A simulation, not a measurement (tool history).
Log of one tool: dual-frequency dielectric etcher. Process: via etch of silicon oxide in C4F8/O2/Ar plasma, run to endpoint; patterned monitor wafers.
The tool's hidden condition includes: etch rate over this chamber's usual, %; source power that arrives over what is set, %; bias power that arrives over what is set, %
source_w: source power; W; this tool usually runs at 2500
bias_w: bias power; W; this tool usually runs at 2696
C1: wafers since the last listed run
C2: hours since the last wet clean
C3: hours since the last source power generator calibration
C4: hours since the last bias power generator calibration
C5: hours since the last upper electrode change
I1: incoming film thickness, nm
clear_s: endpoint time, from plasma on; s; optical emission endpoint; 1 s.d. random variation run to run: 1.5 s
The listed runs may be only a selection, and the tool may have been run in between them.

run 1 day=0 | source_w=2500 bias_w=2696 | C1=0 C2=71.5 C3=4463.6 C4=2265.3 C5=1814.2 | I1=1257.4 | clear_s=208.5
run 2 day=1.125 | source_w=2500 bias_w=2696 | C1=195 C2=98.5 C3=4490.6 C4=2292.3 C5=1841.2 | I1=1255.2 | clear_s=212
run 3 day=1.812 | source_w=2500 bias_w=2696 | C1=119 C2=115 C3=4507.1 C4=2308.8 C5=1857.7 | I1=1260 | clear_s=209.2
run 4 day=2.508 | source_w=2220 bias_w=2696 | C1=120 C2=131.7 C3=4523.8 C4=2325.5 C5=1874.4 | I1=1264.4 | clear_s=229.1
run 5 day=3.6 | source_w=2320 bias_w=2327 | C1=189 C2=157.9 C3=4550 C4=2351.7 C5=1900.6 | I1=1247.3 | clear_s=234.7
run 6 day=4.208 | source_w=2320 bias_w=2327 | C1=105 C2=172.5 C3=4564.6 C4=2366.3 C5=1915.2 | I1=1266 | clear_s=236.9
run 7 day=5.142 | source_w=2320 bias_w=2327 | C1=162 C2=194.9 C3=4587 C4=2388.7 C5=1937.6 | I1=1253.1 | clear_s=234.4
run 8 day=5.85 | source_w=2500 bias_w=2696 | C1=122 C2=211.9 C3=4604 C4=2405.7 C5=1954.6 | I1=1247.9 | clear_s=206.3
run 9 day=6.646 | source_w=2500 bias_w=2696 | C1=138 C2=231 C3=4623.1 C4=2424.8 C5=1973.7 | I1=1267.1 | clear_s=208.2
run 10 day=7.804 | source_w=2500 bias_w=2696 | C1=201 C2=258.8 C3=4650.9 C4=2452.6 C5=2001.5 | I1=1269.1 | clear_s=210.1
run 11 day=8.529 | source_w=2500 bias_w=2400 | C1=125 C2=276.2 C3=4668.3 C4=2470 C5=2018.9 | I1=1253.6 | clear_s=214.8
run 12 day=9.85 | source_w=2500 bias_w=2400 | C1=229 C2=307.9 C3=4700 C4=2501.7 C5=2050.6 | I1=1254.4 | clear_s=217
-- day=11.467 upper electrode replaced
run 13 day=11.488 | source_w=2140 bias_w=2696 | C1=110 C2=347.2 C3=4739.3 C4=2541 C5=0.5 | I1=1269.5 | clear_s=226.5
run 14 day=12.262 | source_w=2500 bias_w=2930 | C1=134 C2=365.8 C3=4757.9 C4=2559.6 C5=19.1 | I1=1247.5 | clear_s=194.2
run 15 day=13.671 | source_w=2500 bias_w=2696 | C1=244 C2=399.6 C3=4791.7 C4=2593.4 C5=52.9 | I1=1255 | clear_s=205.4

Forecast run 16:
run 16 day=14.671 | source_w=2500 bias_w=3357 | C1=173 C2=423.6 C3=4815.7 C4=2617.4 C5=76.9 | I1=1264.1 | clear_s=?

{"run 16": {"clear_s": 184.5}}
The same run, on a tool lacking any hidden state, would have yielded clear_s 193.3 s.

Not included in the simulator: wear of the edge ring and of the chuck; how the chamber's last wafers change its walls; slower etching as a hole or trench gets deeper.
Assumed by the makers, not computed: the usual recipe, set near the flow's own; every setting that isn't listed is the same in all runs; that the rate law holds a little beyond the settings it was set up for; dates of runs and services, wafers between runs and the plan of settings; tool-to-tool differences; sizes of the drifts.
